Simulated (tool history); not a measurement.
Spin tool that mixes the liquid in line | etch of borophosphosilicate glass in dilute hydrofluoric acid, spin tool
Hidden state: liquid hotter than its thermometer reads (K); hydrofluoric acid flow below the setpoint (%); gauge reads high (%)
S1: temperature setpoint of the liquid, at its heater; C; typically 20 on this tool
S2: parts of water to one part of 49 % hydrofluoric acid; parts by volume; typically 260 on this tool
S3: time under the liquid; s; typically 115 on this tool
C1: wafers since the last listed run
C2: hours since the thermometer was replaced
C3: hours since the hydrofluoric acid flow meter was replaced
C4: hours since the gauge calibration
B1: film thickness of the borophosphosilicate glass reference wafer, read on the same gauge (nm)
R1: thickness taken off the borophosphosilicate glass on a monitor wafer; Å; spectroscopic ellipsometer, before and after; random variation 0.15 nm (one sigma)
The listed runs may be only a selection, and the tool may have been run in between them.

Run 1, hour 0: usual settings but S3 90 s; C1 0; C2 819.6; C3 1273.6; C4 461.2; B1 70.39. Result: R1 128.3 Å.
At hour 22.4: thermometer replaced.
Run 2, hour 44.2: usual settings but S3 90 s; C1 507; C2 21.8; C3 1317.8; C4 505.4; B1 70.52. Result: R1 129.6 Å.
Run 3, hour 228: usual settings but S3 90 s; C1 2160; C2 205.6; C3 1501.6; C4 689.2; B1 71.08. Result: R1 128.9 Å.
Run 4, hour 276.2: usual settings but S2 345 parts by volume; C1 566; C2 253.8; C3 1549.8; C4 737.4; B1 71.24. Result: R1 116.5 Å.
Run 5, hour 327.2: usual settings but S2 345 parts by volume; C1 599; C2 304.8; C3 1600.8; C4 788.4; B1 71.45. Result: R1 117.3 Å.
Run 6, hour 376.2: usual settings but S2 345 parts by volume; C1 575; C2 353.8; C3 1649.8; C4 837.4; B1 71.61. Result: R1 118.2 Å.
Run 7, hour 432.8: usual settings but S1 18 C; C1 665; C2 410.4; C3 1706.4; C4 894; B1 71.87. Result: R1 154.9 Å.
Run 8, hour 458.8: usual settings but S1 18 C; C1 305; C2 436.4; C3 1732.4; C4 920; B1 72. Result: R1 156.5 Å.
Run 9, hour 503.2: usual settings but S1 18 C; C1 521; C2 480.8; C3 1776.8; C4 964.4; B1 72.22. Result: R1 155.2 Å.
Run 10, hour 553.1: usual settings but S2 325 parts by volume; C1 586; C2 530.7; C3 1826.7; C4 1014.3; B1 72.46. Result: R1 129.6 Å.
Run 11, hour 600.6: usual settings but S2 325 parts by volume; C1 558; C2 578.2; C3 1874.2; C4 1061.8; B1 72.68. Result: R1 127.6 Å.
At hour 626.4: gauge calibrated.
Run 12, hour 669.8: usual settings but S1 19 C; C1 813; C2 647.4; C3 1943.4; C4 43.4; B1 70.29. Result: R1 158.5 Å.
Run 13, hour 728.9: usual settings but S1 17.5 C, S2 225 parts by volume, S3 160 s; C1 694; C2 706.5; C3 2002.5; C4 102.5; B1 70.3. Result: R1 251.7 Å.
Run 14, hour 789: usual settings but S1 24 C; C1 706; C2 766.6; C3 2062.6; C4 162.6; B1 70.39. Result: R1 188.6 Å.
Run 15, hour 857.9: usual settings but S2 225 parts by volume; C1 809; C2 835.5; C3 2131.5; C4 231.5; B1 70.42. Result: R1 194.4 Å.
Run 16, hour 924.1: usual settings; C1 778; C2 901.7; C3 2197.7; C4 297.7; B1 70.52. Result: R1 166 Å.
At hour 946.1: hydrofluoric acid flow meter replaced.
At hour 953.2: thermometer replaced.
Run 17, hour 990.9: usual settings but S1 24.5 C, S3 85 s; C1 761; C2 37.7; C3 44.8; C4 364.5; B1 70.63. Result: R1 143.4 Å.
Run 18, hour 1028.5: usual settings but S1 18.5 C, S2 165 parts by volume, S3 60 s; C1 441; C2 75.3; C3 82.4; C4 402.1; B1 70.67. Result: R1 140 Å.
Run 19, hour 1083.9: usual settings but S1 24.5 C, S2 315 parts by volume, S3 70 s; C1 651; C2 130.7; C3 137.8; C4 457.5; B1 70.81. Result: R1 93.3 Å.
Run 20, hour 1125.7: usual settings; C1 491; C2 172.5; C3 179.6; C4 499.3; B1 70.89. Result: R1 165.7 Å.
Run 21, hour 1194.5: usual settings but S1 17 C, S2 215 parts by volume, S3 170 s; C1 808; C2 241.3; C3 248.4; C4 568.1; B1 71.14. Result: R1 276.9 Å.
Run 22, hour 1241.6: usual settings; C1 553; C2 288.4; C3 295.5; C4 615.2; B1 71.26. Result: R1 165.9 Å.
Run 23, hour 1311.3: usual settings; C1 819; C2 358.1; C3 365.2; C4 684.9; B1 71.49. Result: R1 167.8 Å.
Run 24, hour 1365.2: usual settings; C1 633; C2 412; C3 419.1; C4 738.8; B1 71.7. Result: R1 168.9 Å.
Run 25, hour 1433.7: usual settings but S2 225 parts by volume, S3 50 s; C1 805; C2 480.5; C3 487.6; C4 807.3; B1 71.95. Result: R1 87.4 Å.

How would selected steps in R1 from run to run divide? Give the signed amount a tool lacking its hidden state would still show from settings, what came in and random variation, and the signed amount left for the hidden state, including any gauge scatter that is not in both of the compared results.
Run 11 -> 12: S1 20 -> 19, S2 325 -> 260, gauge calibrated. R1 +30.9 Å: hidden state -4, all else +34.9.
Run 20 -> 21: S1 20 -> 17, S2 260 -> 215, S3 115 -> 170. R1 +111.2 Å: hidden state +2.2, all else +109.
Run 21 -> 22: S1 17 -> 20, S2 215 -> 260, S3 170 -> 115. R1 -111 Å: hidden state -1.4, all else -109.6.
